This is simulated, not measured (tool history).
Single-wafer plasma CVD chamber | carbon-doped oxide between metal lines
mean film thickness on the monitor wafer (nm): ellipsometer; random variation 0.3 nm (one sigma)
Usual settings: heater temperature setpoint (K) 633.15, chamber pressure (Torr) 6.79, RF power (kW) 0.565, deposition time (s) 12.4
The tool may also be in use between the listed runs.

run     day  heater temperature setpoint (K)  chamber pressure (Torr)  RF power (kW)  deposition time (s)  wafers since the last listed run  hours since the last thermocouple change  hours since the last RF generator calibration  hours since the last manometer calibration  hours since the showerhead was replaced  hours since the gauge calibration  read-back reference wafer on the same gauge, thickness_nm  mean film thickness on the monitor wafer (nm)
  1   0.000                           633.15                     6.79          0.590                 12.4                                 0                                    1636.9                                          340.2                                      1483.2                                   5946.0                              922.9                                                     75.165                                         65.475
  2   1.808                           633.15                     6.79          0.565                 12.4                              1461                                    1680.3                                          383.6                                      1526.6                                   5989.4                              966.3                                                     75.285                                         64.346
  3   4.004                           633.15                     6.79          0.565                 12.4                              1774                                    1733.0                                          436.3                                      1579.3                                   6042.1                             1019.0                                                     75.256                                         63.989
  4   5.867                           633.15                     6.79          0.565                 12.4                              1505                                    1777.7                                          481.0                                      1624.0                                   6086.8                             1063.7                                                     75.349                                         64.318
  5   6.925                           633.15                     6.79          0.520                 12.4                               855                                    1803.1                                          506.4                                      1649.4                                   6112.2                             1089.1                                                     75.123                                         62.108
      8.562  -- showerhead replaced
  6   8.988                           633.15                     6.79          0.520                 12.4                              1397                                    1852.6                                          555.9                                      1698.9                                     10.2                             1138.6                                                     75.301                                         61.831
  7  11.088                           633.15                     6.79          0.520                 12.4                              1697                                    1903.0                                          606.3                                      1749.3                                     60.6                             1189.0                                                     75.202                                         62.497
  8  12.521                           624.15                     7.33          0.565                 12.4                              1158                                    1937.4                                          640.7                                      1783.7                                     95.0                             1223.4                                                     75.201                                         66.791
  9  13.883                           624.15                     7.33          0.565                 12.4                              1101                                    1970.1                                          673.4                                      1816.4                                    127.7                             1256.1                                                     75.193                                         66.841
 10  15.471                           633.15                     6.79          0.660                 10.4                              1282                                    2008.2                                          711.5                                      1854.5                                    165.8                             1294.2                                                     75.343                                         58.124
 11  17.667                           633.15                     6.79          0.470                 12.4                              1774                                    2060.9                                          764.2                                      1907.2                                    218.5                             1346.9                                                     75.173                                         58.899
 12  19.300                           633.15                     8.34          0.500                 12.4                              1319                                    2100.1                                          803.4                                      1946.4                                    257.7                             1386.1                                                     75.208                                         62.048
 13  20.846                           633.15                     6.79          0.565                 12.4                              1249                                    2137.2                                          840.5                                      1983.5                                    294.8                             1423.2                                                     75.177                                         64.057
     21.379  -- gauge calibrated
 14  22.138                           633.15                     6.79          0.565                 12.4                              1043                                    2168.2                                          871.5                                      2014.5                                    325.8                               18.2                                                     75.095                                         64.117
 15  23.921                           633.15                     5.13          0.490                 12.4                              1441                                    2211.0                                          914.3                                      2057.3                                    368.6                               61.0                                                     75.111                                         56.253
     28.008  -- thermocouple changed; heater temperature recalibrated
     29.562  -- RF generator calibrated
 16  31.496                           638.15                     5.93          0.565                 12.4                              5582                                      83.7                                           46.4                                      2239.1                                    550.4                              242.8                                                     75.285                                         61.291
     31.942  -- capacitance manometer re-zeroed and calibrated
 17  33.308                           639.15                     7.98          0.505                 10.4                              1195                                     127.2                                           89.9                                        32.8                                    593.9                              286.3                                                     75.152                                         50.017
 18  34.996                           624.15                     8.20          0.565                 12.4                              1363                                     167.7                                          130.4                                        73.3                                    634.4                              326.8                                                     75.152                                         65.635
 19  37.217                           633.15                     6.79          0.655                 12.4                              1794                                     221.0                                          183.7                                       126.6                                    687.7                              380.1                                                     75.136                                         66.807
 20  39.421                           647.15                     7.78          0.620                 14.5                              1781                                     273.9                                          236.6                                       179.5                                    740.6                              433.0                                                     75.156                                         74.071
 21  41.683                           633.15                     6.79          0.565                 12.4                              1828                                     328.2                                          290.9                                       233.8                                    794.9                              487.3                                                     75.249                                         62.401
 22  44.388                           648.15                     6.79          0.505                 14.2                              2185                                     393.1                                          355.8                                       298.7                                    859.8                              552.2                                                     75.345                                         65.276
     45.104  -- RF generator calibrated, repeated, since the last time left the tool worse
 23  46.533                           629.15                     6.79          0.565                 13.2                              1464                                     444.6                                           34.3                                       350.2                                    911.3                              603.7                                                     75.071                                         69.988
 24  48.029                           641.15                     7.37          0.565                 13.6                              1208                                     480.5                                           70.2                                       386.1                                    947.2                              639.6                                                     75.217                                         70.951
 25  50.546                           633.15                     5.73          0.600                 10.5                              2033                                     540.9                                          130.6                                       446.5                                   1007.6                              700.0                                                     75.037                                         54.457
 26  52.754                           633.15                     6.79          0.600                 12.4                              1784                                     593.9                                          183.6                                       499.5                                   1060.6                              753.0                                                     75.134                                         67.121
 27  54.596                           647.15                     7.58          0.510                 10.2                              1488                                     638.1                                          227.8                                       543.7                                   1104.8                              797.2                                                     75.156                                         49.771

5 ways to go on from here, each from the tool as it stands after run 27. What would each give?
  A  54.612                           637.15                     6.79          0.565                 12.4                                13                                     638.5                                          228.2                                       544.1                                   1105.2                              797.6                                                          ?                                              ?
  B  54.612                           640.15                     5.74          0.565                 14.6                                13                                     638.5                                          228.2                                       544.1                                   1105.2                              797.6                                                          ?                                              ?
  C  54.612                           625.15                     6.79          0.565                 12.4                                13                                     638.5                                          228.2                                       544.1                                   1105.2                              797.6                                                          ?                                              ?
  D  54.612                           619.15                     8.49          0.675                 12.4                                13                                     638.5                                          228.2                                       544.1                                   1105.2                              797.6                                                          ?                                              ?
  E  54.612                           627.15                     6.03          0.565                 13.7                                13                                     638.5                                          228.2                                       544.1                                   1105.2                              797.6                                                          ?                                              ?

run  read-back reference wafer on the same gauge, thickness_nm  mean film thickness on the monitor wafer (nm)
  A                                                     75.192                                         64.438
  B                                                     75.192                                         72.564
  C                                                     75.192                                         66.782
  D                                                     75.192                                         75.435
  E                                                     75.192                                         71.729
Without the tool's hidden state the same runs would have given:
run  mean film thickness on the monitor wafer (nm)
  A                                         65.132
  B                                         73.345
  C                                         67.500
  D                                         76.246
  E                                         72.501
